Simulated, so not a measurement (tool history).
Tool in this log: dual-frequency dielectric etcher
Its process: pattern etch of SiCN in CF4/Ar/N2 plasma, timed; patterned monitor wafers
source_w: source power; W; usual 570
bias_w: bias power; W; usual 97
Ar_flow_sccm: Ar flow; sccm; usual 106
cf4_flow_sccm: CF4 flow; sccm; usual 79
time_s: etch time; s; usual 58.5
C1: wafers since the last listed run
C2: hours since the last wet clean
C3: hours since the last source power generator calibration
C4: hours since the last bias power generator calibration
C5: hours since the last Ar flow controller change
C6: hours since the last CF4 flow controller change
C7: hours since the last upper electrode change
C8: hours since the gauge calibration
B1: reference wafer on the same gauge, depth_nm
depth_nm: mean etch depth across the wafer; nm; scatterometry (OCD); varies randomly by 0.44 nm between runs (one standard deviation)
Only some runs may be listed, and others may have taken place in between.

{"run": 1, "hour": 0.0, "source_w": 570, "bias_w": 115, "Ar_flow_sccm": 106, "cf4_flow_sccm": 79, "time_s": 58.5, "C1": 0, "C2": 515.8, "C3": 211.7, "C4": 3798.9, "C5": 114.9, "C6": 1206, "C7": 3135.7, "C8": 1636.5, "B1": 57.9, "depth_nm": 78.3}
{"run": 2, "hour": 72.0, "source_w": 570, "bias_w": 97, "Ar_flow_sccm": 106, "cf4_flow_sccm": 79, "time_s": 58.5, "C1": 1046, "C2": 587.8, "C3": 283.7, "C4": 3870.9, "C5": 186.9, "C6": 1278, "C7": 3207.7, "C8": 1708.5, "B1": 57.9, "depth_nm": 73.9}
{"hour": 102.2, "done": "wet clean of the chamber"}
{"run": 3, "hour": 120.1, "source_w": 570, "bias_w": 97, "Ar_flow_sccm": 106, "cf4_flow_sccm": 79, "time_s": 58.5, "C1": 350, "C2": 17.9, "C3": 331.8, "C4": 3919, "C5": 235, "C6": 1326.1, "C7": 3255.8, "C8": 1756.6, "B1": 57.9, "depth_nm": 71.3}
{"run": 4, "hour": 218.3, "source_w": 610, "bias_w": 115, "Ar_flow_sccm": 106, "cf4_flow_sccm": 79, "time_s": 58.5, "C1": 1427, "C2": 116.1, "C3": 430, "C4": 4017.2, "C5": 333.2, "C6": 1424.3, "C7": 3354, "C8": 1854.8, "B1": 57.9, "depth_nm": 82}
{"run": 5, "hour": 292.0, "source_w": 570, "bias_w": 97, "Ar_flow_sccm": 106, "cf4_flow_sccm": 79, "time_s": 58.5, "C1": 1071, "C2": 189.8, "C3": 503.7, "C4": 4090.9, "C5": 406.9, "C6": 1498, "C7": 3427.7, "C8": 1928.5, "B1": 57.9, "depth_nm": 71.7}
{"hour": 355.3, "done": "bias power generator calibrated"}
{"run": 6, "hour": 382.0, "source_w": 570, "bias_w": 75, "Ar_flow_sccm": 130, "cf4_flow_sccm": 70, "time_s": 58.5, "C1": 1249, "C2": 279.8, "C3": 593.7, "C4": 26.7, "C5": 496.9, "C6": 1588, "C7": 3517.7, "C8": 2018.5, "B1": 57.9, "depth_nm": 62.7}
{"hour": 418.2, "done": "CF4 flow controller replaced"}
{"run": 7, "hour": 443.3, "source_w": 470, "bias_w": 104, "Ar_flow_sccm": 95, "cf4_flow_sccm": 79, "time_s": 75, "C1": 803, "C2": 341.1, "C3": 655, "C4": 88, "C5": 558.2, "C6": 25.1, "C7": 3579, "C8": 2079.8, "B1": 57.9, "depth_nm": 78.3}
{"run": 8, "hour": 502.5, "source_w": 690, "bias_w": 97, "Ar_flow_sccm": 106, "cf4_flow_sccm": 69, "time_s": 45.5, "C1": 860, "C2": 400.3, "C3": 714.2, "C4": 147.2, "C5": 617.4, "C6": 84.3, "C7": 3638.2, "C8": 2139, "B1": 57.9, "depth_nm": 68.3}
{"run": 9, "hour": 609.6, "source_w": 460, "bias_w": 97, "Ar_flow_sccm": 85, "cf4_flow_sccm": 79, "time_s": 52.5, "C1": 1556, "C2": 507.4, "C3": 821.3, "C4": 254.3, "C5": 724.5, "C6": 191.4, "C7": 3745.3, "C8": 2246.1, "B1": 57.9, "depth_nm": 53.2}
{"hour": 653.9, "done": "wet clean of the chamber"}
{"hour": 660.0, "done": "upper electrode replaced"}
{"run": 10, "hour": 671.9, "source_w": 460, "bias_w": 97, "Ar_flow_sccm": 85, "cf4_flow_sccm": 79, "time_s": 52.5, "C1": 467, "C2": 18, "C3": 883.6, "C4": 316.6, "C5": 786.8, "C6": 253.7, "C7": 11.9, "C8": 2308.4, "B1": 57.9, "depth_nm": 52}
{"run": 11, "hour": 764.1, "source_w": 520, "bias_w": 97, "Ar_flow_sccm": 95, "cf4_flow_sccm": 93, "time_s": 51, "C1": 1339, "C2": 110.2, "C3": 975.8, "C4": 408.8, "C5": 879, "C6": 345.9, "C7": 104.1, "C8": 2400.6, "B1": 57.8, "depth_nm": 57.6}
{"hour": 771.4, "done": "gauge calibrated"}
{"run": 12, "hour": 817.6, "source_w": 520, "bias_w": 103, "Ar_flow_sccm": 83, "cf4_flow_sccm": 79, "time_s": 75.5, "C1": 777, "C2": 163.7, "C3": 1029.3, "C4": 462.3, "C5": 932.5, "C6": 399.4, "C7": 157.6, "C8": 46.2, "B1": 57.9, "depth_nm": 87.8}
{"run": 13, "hour": 898.6, "source_w": 570, "bias_w": 86, "Ar_flow_sccm": 106, "cf4_flow_sccm": 79, "time_s": 58.5, "C1": 1177, "C2": 244.7, "C3": 1110.3, "C4": 543.3, "C5": 1013.5, "C6": 480.4, "C7": 238.6, "C8": 127.2, "B1": 57.9, "depth_nm": 67.9}
{"run": 14, "hour": 974.2, "source_w": 630, "bias_w": 121, "Ar_flow_sccm": 84, "cf4_flow_sccm": 79, "time_s": 58.5, "C1": 1098, "C2": 320.3, "C3": 1185.9, "C4": 618.9, "C5": 1089.1, "C6": 556, "C7": 314.2, "C8": 202.8, "B1": 57.9, "depth_nm": 89.3}
{"run": 15, "hour": 1032.4, "source_w": 570, "bias_w": 97, "Ar_flow_sccm": 106, "cf4_flow_sccm": 79, "time_s": 58.5, "C1": 845, "C2": 378.5, "C3": 1244.1, "C4": 677.1, "C5": 1147.3, "C6": 614.2, "C7": 372.4, "C8": 261, "B1": 57.9, "depth_nm": 71}
{"run": 16, "hour": 1106.7, "source_w": 570, "bias_w": 97, "Ar_flow_sccm": 106, "cf4_flow_sccm": 79, "time_s": 67.5, "C1": 1079, "C2": 452.8, "C3": 1318.4, "C4": 751.4, "C5": 1221.6, "C6": 688.5, "C7": 446.7, "C8": 335.3, "B1": 57.9, "depth_nm": 83.2}
{"run": 17, "hour": 1174.9, "source_w": 570, "bias_w": 104, "Ar_flow_sccm": 86, "cf4_flow_sccm": 65, "time_s": 45.5, "C1": 991, "C2": 521, "C3": 1386.6, "C4": 819.6, "C5": 1289.8, "C6": 756.7, "C7": 514.9, "C8": 403.5, "B1": 57.9, "depth_nm": 57.2}
{"hour": 1208.2, "done": "wet clean of the chamber"}
{"run": 18, "hour": 1235.5, "source_w": 570, "bias_w": 97, "Ar_flow_sccm": 106, "cf4_flow_sccm": 66, "time_s": 58.5, "C1": 531, "C2": 27.3, "C3": 1447.2, "C4": 880.2, "C5": 1350.4, "C6": 817.3, "C7": 575.5, "C8": 464.1, "B1": 57.8, "depth_nm": 68.3}
{"run": 19, "hour": 1302.3, "source_w": 570, "bias_w": 87, "Ar_flow_sccm": 129, "cf4_flow_sccm": 79, "time_s": 46.5, "C1": 970, "C2": 94.1, "C3": 1514, "C4": 947, "C5": 1417.2, "C6": 884.1, "C7": 642.3, "C8": 530.9, "B1": 57.9, "depth_nm": 52.1}
{"run": 20, "hour": 1392.5, "source_w": 570, "bias_w": 97, "Ar_flow_sccm": 106, "cf4_flow_sccm": 79, "time_s": 58.5, "C1": 1310, "C2": 184.3, "C3": 1604.2, "C4": 1037.2, "C5": 1507.4, "C6": 974.3, "C7": 732.5, "C8": 621.1, "B1": 58, "depth_nm": 69.7}

Results for each run, recomputed without the tool's hidden state and with each run's random variation untouched:
The hidden state here: etch rate over this chamber's usual, %; source power that arrives over what is set, %; bias power that arrives over what is set, %; Ar flow that arrives over what is set, %; CF4 flow that arrives over what is set, %; gauge reads high (%).
run=1 depth_nm=76.5
run=2 depth_nm=72
run=3 depth_nm=71.7
run=4 depth_nm=82.1
run=5 depth_nm=71.6
run=6 depth_nm=62.4
run=7 depth_nm=77.8
run=8 depth_nm=67.6
run=9 depth_nm=52.4
run=10 depth_nm=52.9
run=11 depth_nm=58.3
run=12 depth_nm=88.8
run=13 depth_nm=68.4
run=14 depth_nm=89.6
run=15 depth_nm=71.1
run=16 depth_nm=82.9
run=17 depth_nm=56.9
run=18 depth_nm=70.3
run=19 depth_nm=53.4
run=20 depth_nm=71.2
